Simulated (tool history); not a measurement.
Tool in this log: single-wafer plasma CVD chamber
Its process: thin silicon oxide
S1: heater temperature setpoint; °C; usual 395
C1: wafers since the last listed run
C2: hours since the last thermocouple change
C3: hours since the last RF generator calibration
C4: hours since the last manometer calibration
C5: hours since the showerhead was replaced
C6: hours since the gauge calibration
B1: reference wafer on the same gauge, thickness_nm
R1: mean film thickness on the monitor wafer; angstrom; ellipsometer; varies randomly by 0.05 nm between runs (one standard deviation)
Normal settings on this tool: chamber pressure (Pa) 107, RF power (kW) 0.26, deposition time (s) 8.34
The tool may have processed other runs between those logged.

{"run": 1, "hour": 0.0, "S1": 395, "chamber pressure (Pa)": 107, "RF power (kW)": 0.26, "deposition time (s)": 8.34, "C1": 0, "C2": 2415.6, "C3": 959.6, "C4": 2252.1, "C5": 3896, "C6": 418.1, "B1": 13.186, "R1": 151.81}
{"run": 2, "hour": 29.0, "S1": 395, "chamber pressure (Pa)": 107, "RF power (kW)": 0.26, "deposition time (s)": 8.34, "C1": 587, "C2": 2444.6, "C3": 988.6, "C4": 2281.1, "C5": 3925, "C6": 447.1, "B1": 13.204, "R1": 153.25}
{"run": 3, "hour": 61.1, "S1": 395, "chamber pressure (Pa)": 107, "RF power (kW)": 0.26, "deposition time (s)": 8.34, "C1": 650, "C2": 2476.7, "C3": 1020.7, "C4": 2313.2, "C5": 3957.1, "C6": 479.2, "B1": 13.198, "R1": 152.85}
{"run": 4, "hour": 79.9, "S1": 395, "chamber pressure (Pa)": 107, "RF power (kW)": 0.26, "deposition time (s)": 8.34, "C1": 380, "C2": 2495.5, "C3": 1039.5, "C4": 2332, "C5": 3975.9, "C6": 498, "B1": 13.208, "R1": 153.18}
{"run": 5, "hour": 111.2, "S1": 395, "chamber pressure (Pa)": 107, "RF power (kW)": 0.26, "deposition time (s)": 8.34, "C1": 634, "C2": 2526.8, "C3": 1070.8, "C4": 2363.3, "C5": 4007.2, "C6": 529.3, "B1": 13.19, "R1": 153.48}
{"run": 6, "hour": 124.3, "S1": 395, "chamber pressure (Pa)": 107, "RF power (kW)": 0.26, "deposition time (s)": 8.34, "C1": 265, "C2": 2539.9, "C3": 1083.9, "C4": 2376.4, "C5": 4020.3, "C6": 542.4, "B1": 13.211, "R1": 153.38}
{"run": 7, "hour": 142.4, "S1": 395, "chamber pressure (Pa)": 107, "RF power (kW)": 0.26, "deposition time (s)": 8.34, "C1": 366, "C2": 2558, "C3": 1102, "C4": 2394.5, "C5": 4038.4, "C6": 560.5, "B1": 13.19, "R1": 153.55}
{"run": 8, "hour": 176.1, "S1": 395, "chamber pressure (Pa)": 107, "RF power (kW)": 0.26, "deposition time (s)": 8.34, "C1": 682, "C2": 2591.7, "C3": 1135.7, "C4": 2428.2, "C5": 4072.1, "C6": 594.2, "B1": 13.199, "R1": 153.83}
{"run": 9, "hour": 211.9, "S1": 395, "chamber pressure (Pa)": 107, "RF power (kW)": 0.26, "deposition time (s)": 8.34, "C1": 725, "C2": 2627.5, "C3": 1171.5, "C4": 2464, "C5": 4107.9, "C6": 630, "B1": 13.21, "R1": 154.04}
{"run": 10, "hour": 228.7, "S1": 390, "chamber pressure (Pa)": 107, "RF power (kW)": 0.24, "deposition time (s)": 8.34, "C1": 340, "C2": 2644.3, "C3": 1188.3, "C4": 2480.8, "C5": 4124.7, "C6": 646.8, "B1": 13.22, "R1": 150.28}
{"hour": 301.2, "done": "thermocouple changed; heater temperature recalibrated"}
{"run": 11, "hour": 320.8, "S1": 390, "chamber pressure (Pa)": 107, "RF power (kW)": 0.24, "deposition time (s)": 8.34, "C1": 1703, "C2": 19.6, "C3": 1280.4, "C4": 2572.9, "C5": 4216.8, "C6": 738.9, "B1": 13.203, "R1": 150.15}
{"run": 12, "hour": 339.6, "S1": 390, "chamber pressure (Pa)": 107, "RF power (kW)": 0.24, "deposition time (s)": 8.34, "C1": 380, "C2": 38.4, "C3": 1299.2, "C4": 2591.7, "C5": 4235.6, "C6": 757.7, "B1": 13.214, "R1": 150.44}
{"run": 13, "hour": 360.8, "S1": 395, "chamber pressure (Pa)": 107, "RF power (kW)": 0.26, "deposition time (s)": 8.34, "C1": 429, "C2": 59.6, "C3": 1320.4, "C4": 2612.9, "C5": 4256.8, "C6": 778.9, "B1": 13.183, "R1": 154.88}
{"hour": 368.3, "done": "gauge calibrated"}
{"run": 14, "hour": 375.4, "S1": 404, "chamber pressure (Pa)": 121, "RF power (kW)": 0.23, "deposition time (s)": 8.34, "C1": 295, "C2": 74.2, "C3": 1335, "C4": 2627.5, "C5": 4271.4, "C6": 7.1, "B1": 13.209, "R1": 164.79}
{"run": 15, "hour": 397.2, "S1": 387, "chamber pressure (Pa)": 107, "RF power (kW)": 0.24, "deposition time (s)": 7.72, "C1": 441, "C2": 96, "C3": 1356.8, "C4": 2649.3, "C5": 4293.2, "C6": 28.9, "B1": 13.204, "R1": 140.07}

For run 16, what comes out?
{"run": 16, "hour": 424.6, "S1": 395, "chamber pressure (Pa)": 107, "RF power (kW)": 0.23, "deposition time (s)": 8.34, "C1": 555, "C2": 123.4, "C3": 1384.2, "C4": 2676.7, "C5": 4320.6, "C6": 56.3, "B1": "?", "R1": "?"}

B1: 13.186
R1: 148.01 angstrom
Were there no unlogged condition in the tool, this run, its random variation unchanged, would have produced R1 139 angstrom.
